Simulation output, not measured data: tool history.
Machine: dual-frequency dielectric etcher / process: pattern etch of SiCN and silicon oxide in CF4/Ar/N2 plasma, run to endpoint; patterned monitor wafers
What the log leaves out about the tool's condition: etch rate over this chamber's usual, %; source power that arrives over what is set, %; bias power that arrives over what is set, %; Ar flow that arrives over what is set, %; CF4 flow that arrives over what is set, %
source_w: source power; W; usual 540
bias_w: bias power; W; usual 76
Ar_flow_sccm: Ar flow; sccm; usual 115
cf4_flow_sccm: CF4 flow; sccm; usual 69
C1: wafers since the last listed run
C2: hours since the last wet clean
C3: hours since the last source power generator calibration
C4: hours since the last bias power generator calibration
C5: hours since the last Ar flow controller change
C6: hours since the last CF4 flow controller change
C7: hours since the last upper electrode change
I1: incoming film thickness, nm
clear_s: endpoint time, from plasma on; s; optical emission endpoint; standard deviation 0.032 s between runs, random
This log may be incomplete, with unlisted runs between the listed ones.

Run 1, day 0: usual settings; C1 0; C2 20.6; C3 17.2; C4 3764.7; C5 1.1; C6 5292.6; C7 3241.5; I1 11.03. Result: clear_s 10.7 s.
Run 2, day 0.396: usual settings but bias_w 81 W; C1 96; C2 30.1; C3 26.7; C4 3774.2; C5 10.6; C6 5302.1; C7 3251; I1 11.03. Result: clear_s 10.4 s.
Run 3, day 0.675: usual settings but bias_w 81 W; C1 67; C2 36.8; C3 33.4; C4 3780.9; C5 17.3; C6 5308.8; C7 3257.7; I1 11.08. Result: clear_s 10.4 s.
At day 1.417: CF4 flow controller replaced.
Run 4, day 1.438: usual settings but Ar_flow_sccm 100 sccm; C1 124; C2 55.1; C3 51.7; C4 3799.2; C5 35.6; C6 0.5; C7 3276; I1 11.01. Result: clear_s 10.5 s.
Run 5, day 1.783: usual settings but Ar_flow_sccm 100 sccm; C1 84; C2 63.4; C3 60; C4 3807.5; C5 43.9; C6 8.8; C7 3284.3; I1 10.94. Result: clear_s 10.5 s.
Run 6, day 2.229: usual settings but Ar_flow_sccm 100 sccm; C1 108; C2 74.1; C3 70.7; C4 3818.2; C5 54.6; C6 19.5; C7 3295; I1 11.05. Result: clear_s 10.5 s.
Run 7, day 2.496: usual settings but Ar_flow_sccm 137 sccm, cf4_flow_sccm 61 sccm; C1 64; C2 80.5; C3 77.1; C4 3824.6; C5 61; C6 25.9; C7 3301.4; I1 10.93. Result: clear_s 11.3 s.
Run 8, day 3.192: usual settings; C1 169; C2 97.2; C3 93.8; C4 3841.3; C5 77.7; C6 42.6; C7 3318.1; I1 10.95. Result: clear_s 10.7 s.
Run 9, day 3.896: usual settings but source_w 580 W, bias_w 84 W, Ar_flow_sccm 97 sccm, cf4_flow_sccm 75 sccm; C1 171; C2 114.1; C3 110.7; C4 3858.2; C5 94.6; C6 59.5; C7 3335; I1 11.05. Result: clear_s 9.1 s.
Run 10, day 4.196: usual settings but source_w 590 W, Ar_flow_sccm 139 sccm, cf4_flow_sccm 80 sccm; C1 72; C2 121.3; C3 117.9; C4 3865.4; C5 101.8; C6 66.7; C7 3342.2; I1 10.96. Result: clear_s 9.7 s.
Run 11, day 4.554: usual settings but source_w 450 W, bias_w 70 W, cf4_flow_sccm 56 sccm; C1 87; C2 129.9; C3 126.5; C4 3874; C5 110.4; C6 75.3; C7 3350.8; I1 11.12. Result: clear_s 14.7 s.
At day 5.254: bias power generator calibrated.
Run 12, day 5.271: usual settings but source_w 680 W, bias_w 58 W, Ar_flow_sccm 93 sccm, cf4_flow_sccm 78 sccm; C1 133; C2 147.1; C3 143.7; C4 0.4; C5 127.6; C6 92.5; C7 3368; I1 10.93. Result: clear_s 8.9 s.
Run 13, day 6: usual settings; C1 177; C2 164.6; C3 161.2; C4 17.9; C5 145.1; C6 110; C7 3385.5; I1 10.92. Result: clear_s 10.7 s.
At day 8.104: upper electrode replaced.
Run 14, day 8.125: usual settings; C1 273; C2 215.6; C3 212.2; C4 68.9; C5 196.1; C6 161; C7 0.5; I1 10.99. Result: clear_s 10.8 s.
Run 15, day 8.138: usual settings but Ar_flow_sccm 100 sccm; C1 3; C2 215.9; C3 212.5; C4 69.2; C5 196.4; C6 161.3; C7 0.8; I1 10.95. Result: clear_s 10.5 s.
Run 16, day 8.404: usual settings but source_w 430 W, bias_w 84 W, Ar_flow_sccm 91 sccm, cf4_flow_sccm 79 sccm; C1 64; C2 222.3; C3 218.9; C4 75.6; C5 202.8; C6 167.7; C7 7.2; I1 11.13. Result: clear_s 12.8 s.
Run 17, day 8.846: usual settings but Ar_flow_sccm 122 sccm, cf4_flow_sccm 52 sccm; C1 107; C2 232.9; C3 229.5; C4 86.2; C5 213.4; C6 178.3; C7 17.8; I1 11.13. Result: clear_s 11.9 s.
Run 18, day 9.267: usual settings but bias_w 88 W, Ar_flow_sccm 124 sccm, cf4_flow_sccm 54 sccm; C1 102; C2 243; C3 239.6; C4 96.3; C5 223.5; C6 188.4; C7 27.9; I1 11.04. Result: clear_s 10.9 s.
Run 19, day 9.542: usual settings but source_w 420 W, Ar_flow_sccm 104 sccm; C1 66; C2 249.6; C3 246.2; C4 102.9; C5 230.1; C6 195; C7 34.5; I1 10.96. Result: clear_s 14.2 s.
Run 20, day 10.188: usual settings but source_w 620 W, Ar_flow_sccm 128 sccm; C1 156; C2 265.1; C3 261.7; C4 118.4; C5 245.6; C6 210.5; C7 50; I1 11.03. Result: clear_s 9.5 s.
Run 21, day 10.871: usual settings; C1 166; C2 281.5; C3 278.1; C4 134.8; C5 262; C6 226.9; C7 66.4; I1 10.94. Result: clear_s 10.8 s.
Run 22, day 11.5: usual settings; C1 152; C2 296.6; C3 293.2; C4 149.9; C5 277.1; C6 242; C7 81.5; I1 10.98. Result: clear_s 10.8 s.
Run 23, day 11.812: usual settings but source_w 430 W, Ar_flow_sccm 140 sccm, cf4_flow_sccm 81 sccm; C1 75; C2 304.1; C3 300.7; C4 157.4; C5 284.6; C6 249.5; C7 89; I1 11.16. Result: clear_s 14.4 s.
Run 24, day 12.221: usual settings but source_w 430 W, Ar_flow_sccm 140 sccm, cf4_flow_sccm 81 sccm; C1 99; C2 313.9; C3 310.5; C4 167.2; C5 294.4; C6 259.3; C7 98.8; I1 10.94. Result: clear_s 14 s.
Run 25, day 12.588: usual settings but source_w 410 W, bias_w 82 W; C1 89; C2 322.7; C3 319.3; C4 176; C5 303.2; C6 268.1; C7 107.6; I1 10.88. Result: clear_s 14.3 s.

3 ways to go on from here, each from the tool as it stands after run 25. What would each give?
Run A, day 12.604: usual settings but Ar_flow_sccm 107 sccm; C1 4; C2 323.1; C3 319.7; C4 176.4; C5 303.6; C6 268.5; C7 108; I1 11.05. Result: clear_s ?.
Run B, day 12.604: usual settings but source_w 460 W, bias_w 84 W, Ar_flow_sccm 136 sccm, cf4_flow_sccm 79 sccm; C1 4; C2 323.1; C3 319.7; C4 176.4; C5 303.6; C6 268.5; C7 108; I1 11.05. Result: clear_s ?.
Run C, day 12.604: usual settings but source_w 490 W, Ar_flow_sccm 133 sccm; C1 4; C2 323.1; C3 319.7; C4 176.4; C5 303.6; C6 268.5; C7 108; I1 11.05. Result: clear_s ?.

run  clear_s
  A     10.8
  B     12.5
  C     12.5
What these runs would have given with no unlogged condition in the tool:
run  clear_s
  A     10.6
  B     12.2
  C     12.2
